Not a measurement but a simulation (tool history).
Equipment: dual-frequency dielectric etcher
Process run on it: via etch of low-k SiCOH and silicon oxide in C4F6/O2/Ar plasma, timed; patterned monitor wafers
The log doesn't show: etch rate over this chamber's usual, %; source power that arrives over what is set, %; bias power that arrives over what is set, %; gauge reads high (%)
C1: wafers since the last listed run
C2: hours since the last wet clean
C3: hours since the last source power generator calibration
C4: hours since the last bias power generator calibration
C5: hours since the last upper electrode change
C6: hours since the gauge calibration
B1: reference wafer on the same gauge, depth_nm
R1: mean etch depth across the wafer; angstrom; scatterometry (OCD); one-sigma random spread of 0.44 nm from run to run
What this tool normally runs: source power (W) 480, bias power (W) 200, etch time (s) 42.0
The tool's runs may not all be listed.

{"run": 1, "hour": 0.0, "source power (W)": 480, "bias power (W)": 200, "etch time (s)": 42.0, "C1": 0, "C2": 164.1, "C3": 3980.7, "C4": 4922.0, "C5": 4333.8, "C6": 164.3, "B1": 91.4, "R1": 1093}
{"run": 2, "hour": 26.4, "source power (W)": 480, "bias power (W)": 200, "etch time (s)": 42.0, "C1": 309, "C2": 190.5, "C3": 4007.1, "C4": 4948.4, "C5": 4360.2, "C6": 190.7, "B1": 91.2, "R1": 1084}
{"run": 3, "hour": 48.8, "source power (W)": 480, "bias power (W)": 200, "etch time (s)": 42.0, "C1": 262, "C2": 212.9, "C3": 4029.5, "C4": 4970.8, "C5": 4382.6, "C6": 213.1, "B1": 91.2, "R1": 1083}
{"run": 4, "hour": 70.5, "source power (W)": 480, "bias power (W)": 200, "etch time (s)": 42.0, "C1": 254, "C2": 234.6, "C3": 4051.2, "C4": 4992.5, "C5": 4404.3, "C6": 234.8, "B1": 91.0, "R1": 1088}
{"run": 5, "hour": 102.3, "source power (W)": 480, "bias power (W)": 228, "etch time (s)": 42.0, "C1": 372, "C2": 266.4, "C3": 4083.0, "C4": 5024.3, "C5": 4436.1, "C6": 266.6, "B1": 90.8, "R1": 1136}
{"run": 6, "hour": 126.3, "source power (W)": 480, "bias power (W)": 228, "etch time (s)": 42.0, "C1": 281, "C2": 290.4, "C3": 4107.0, "C4": 5048.3, "C5": 4460.1, "C6": 290.6, "B1": 90.8, "R1": 1133}
{"run": 7, "hour": 155.9, "source power (W)": 480, "bias power (W)": 228, "etch time (s)": 42.0, "C1": 346, "C2": 320.0, "C3": 4136.6, "C4": 5077.9, "C5": 4489.7, "C6": 320.2, "B1": 90.7, "R1": 1136}
{"hour": 228.8, "done": "wet clean of the chamber"}
{"run": 8, "hour": 233.3, "source power (W)": 480, "bias power (W)": 200, "etch time (s)": 42.0, "C1": 625, "C2": 4.5, "C3": 4214.0, "C4": 5155.3, "C5": 4567.1, "C6": 397.6, "B1": 90.4, "R1": 1091}
{"run": 9, "hour": 261.4, "source power (W)": 480, "bias power (W)": 200, "etch time (s)": 42.0, "C1": 329, "C2": 32.6, "C3": 4242.1, "C4": 5183.4, "C5": 4595.2, "C6": 425.7, "B1": 90.3, "R1": 1084}
{"run": 10, "hour": 297.3, "source power (W)": 400, "bias power (W)": 200, "etch time (s)": 42.0, "C1": 420, "C2": 68.5, "C3": 4278.0, "C4": 5219.3, "C5": 4631.1, "C6": 461.6, "B1": 90.4, "R1": 1006}
{"hour": 332.9, "done": "upper electrode replaced"}
{"run": 11, "hour": 333.4, "source power (W)": 480, "bias power (W)": 200, "etch time (s)": 42.0, "C1": 141, "C2": 104.6, "C3": 4314.1, "C4": 5255.4, "C5": 0.5, "C6": 497.7, "B1": 90.2, "R1": 1081}
{"run": 12, "hour": 339.2, "source power (W)": 480, "bias power (W)": 200, "etch time (s)": 39.0, "C1": 67, "C2": 110.4, "C3": 4319.9, "C4": 5261.2, "C5": 6.3, "C6": 503.5, "B1": 90.2, "R1": 1003}
{"hour": 361.7, "done": "bias power generator calibrated"}
{"run": 13, "hour": 374.5, "source power (W)": 480, "bias power (W)": 200, "etch time (s)": 39.0, "C1": 366, "C2": 145.7, "C3": 4355.2, "C4": 12.8, "C5": 41.6, "C6": 538.8, "B1": 90.0, "R1": 1002}
{"run": 14, "hour": 395.6, "source power (W)": 480, "bias power (W)": 230, "etch time (s)": 42.0, "C1": 247, "C2": 166.8, "C3": 4376.3, "C4": 33.9, "C5": 62.7, "C6": 559.9, "B1": 90.0, "R1": 1128}
{"run": 15, "hour": 425.0, "source power (W)": 580, "bias power (W)": 200, "etch time (s)": 42.0, "C1": 344, "C2": 196.2, "C3": 4405.7, "C4": 63.3, "C5": 92.1, "C6": 589.3, "B1": 90.1, "R1": 1161}
{"run": 16, "hour": 440.9, "source power (W)": 480, "bias power (W)": 200, "etch time (s)": 42.0, "C1": 186, "C2": 212.1, "C3": 4421.6, "C4": 79.2, "C5": 108.0, "C6": 605.2, "B1": 90.1, "R1": 1077}
{"run": 17, "hour": 467.0, "source power (W)": 480, "bias power (W)": 165, "etch time (s)": 54.0, "C1": 305, "C2": 238.2, "C3": 4447.7, "C4": 105.3, "C5": 134.1, "C6": 631.3, "B1": 90.2, "R1": 1280}
{"hour": 518.2, "done": "source power generator calibrated"}
{"run": 18, "hour": 541.4, "source power (W)": 390, "bias power (W)": 250, "etch time (s)": 42.0, "C1": 824, "C2": 312.6, "C3": 23.2, "C4": 179.7, "C5": 208.5, "C6": 705.7, "B1": 89.9, "R1": 1078}
{"hour": 564.1, "done": "gauge calibrated"}
{"run": 19, "hour": 567.4, "source power (W)": 540, "bias power (W)": 200, "etch time (s)": 42.0, "C1": 304, "C2": 338.6, "C3": 49.2, "C4": 205.7, "C5": 234.5, "C6": 3.3, "B1": 93.2, "R1": 1164}
{"hour": 606.1, "done": "wet clean of the chamber"}
{"run": 20, "hour": 606.6, "source power (W)": 480, "bias power (W)": 200, "etch time (s)": 42.0, "C1": 178, "C2": 0.5, "C3": 88.4, "C4": 244.9, "C5": 273.7, "C6": 42.5, "B1": 92.7, "R1": 1113}
{"run": 21, "hour": 630.2, "source power (W)": 480, "bias power (W)": 171, "etch time (s)": 37.5, "C1": 276, "C2": 24.1, "C3": 112.0, "C4": 268.5, "C5": 297.3, "C6": 66.1, "B1": 92.5, "R1": 933}
{"run": 22, "hour": 665.3, "source power (W)": 480, "bias power (W)": 223, "etch time (s)": 47.0, "C1": 411, "C2": 59.2, "C3": 147.1, "C4": 303.6, "C5": 332.4, "C6": 101.2, "B1": 92.2, "R1": 1282}
{"run": 23, "hour": 706.0, "source power (W)": 520, "bias power (W)": 162, "etch time (s)": 37.5, "C1": 476, "C2": 99.9, "C3": 187.8, "C4": 344.3, "C5": 373.1, "C6": 141.9, "B1": 92.0, "R1": 939}
{"run": 24, "hour": 724.1, "source power (W)": 480, "bias power (W)": 200, "etch time (s)": 42.0, "C1": 212, "C2": 118.0, "C3": 205.9, "C4": 362.4, "C5": 391.2, "C6": 160.0, "B1": 91.7, "R1": 1101}
{"run": 25, "hour": 741.0, "source power (W)": 480, "bias power (W)": 200, "etch time (s)": 42.0, "C1": 197, "C2": 134.9, "C3": 222.8, "C4": 379.3, "C5": 408.1, "C6": 176.9, "B1": 91.8, "R1": 1096}
{"run": 26, "hour": 763.3, "source power (W)": 480, "bias power (W)": 200, "etch time (s)": 42.0, "C1": 261, "C2": 157.2, "C3": 245.1, "C4": 401.6, "C5": 430.4, "C6": 199.2, "B1": 91.6, "R1": 1092}

Forecast each of these 4 alternatives for the next run:
{"run": "A", "hour": 763.7, "source power (W)": 480, "bias power (W)": 219, "etch time (s)": 42.0, "C1": 4, "C2": 157.6, "C3": 245.5, "C4": 402.0, "C5": 430.8, "C6": 199.6, "B1": "?", "R1": "?"}
{"run": "B", "hour": 763.7, "source power (W)": 560, "bias power (W)": 177, "etch time (s)": 31.0, "C1": 4, "C2": 157.6, "C3": 245.5, "C4": 402.0, "C5": 430.8, "C6": 199.6, "B1": "?", "R1": "?"}
{"run": "C", "hour": 763.7, "source power (W)": 520, "bias power (W)": 175, "etch time (s)": 38.0, "C1": 4, "C2": 157.6, "C3": 245.5, "C4": 402.0, "C5": 430.8, "C6": 199.6, "B1": "?", "R1": "?"}
{"run": "D", "hour": 763.7, "source power (W)": 590, "bias power (W)": 200, "etch time (s)": 42.0, "C1": 4, "C2": 157.6, "C3": 245.5, "C4": 402.0, "C5": 430.8, "C6": 199.6, "B1": "?", "R1": "?"}

run=A B1=91.5 R1=1134
run=B B1=91.5 R1=826
run=C B1=91.5 R1=978
run=D B1=91.5 R1=1194
The same runs, with their run-to-run variation unchanged, on a tool lacking any hidden condition would have given:
run=A R1=1152
run=B R1=839
run=C R1=993
run=D R1=1213
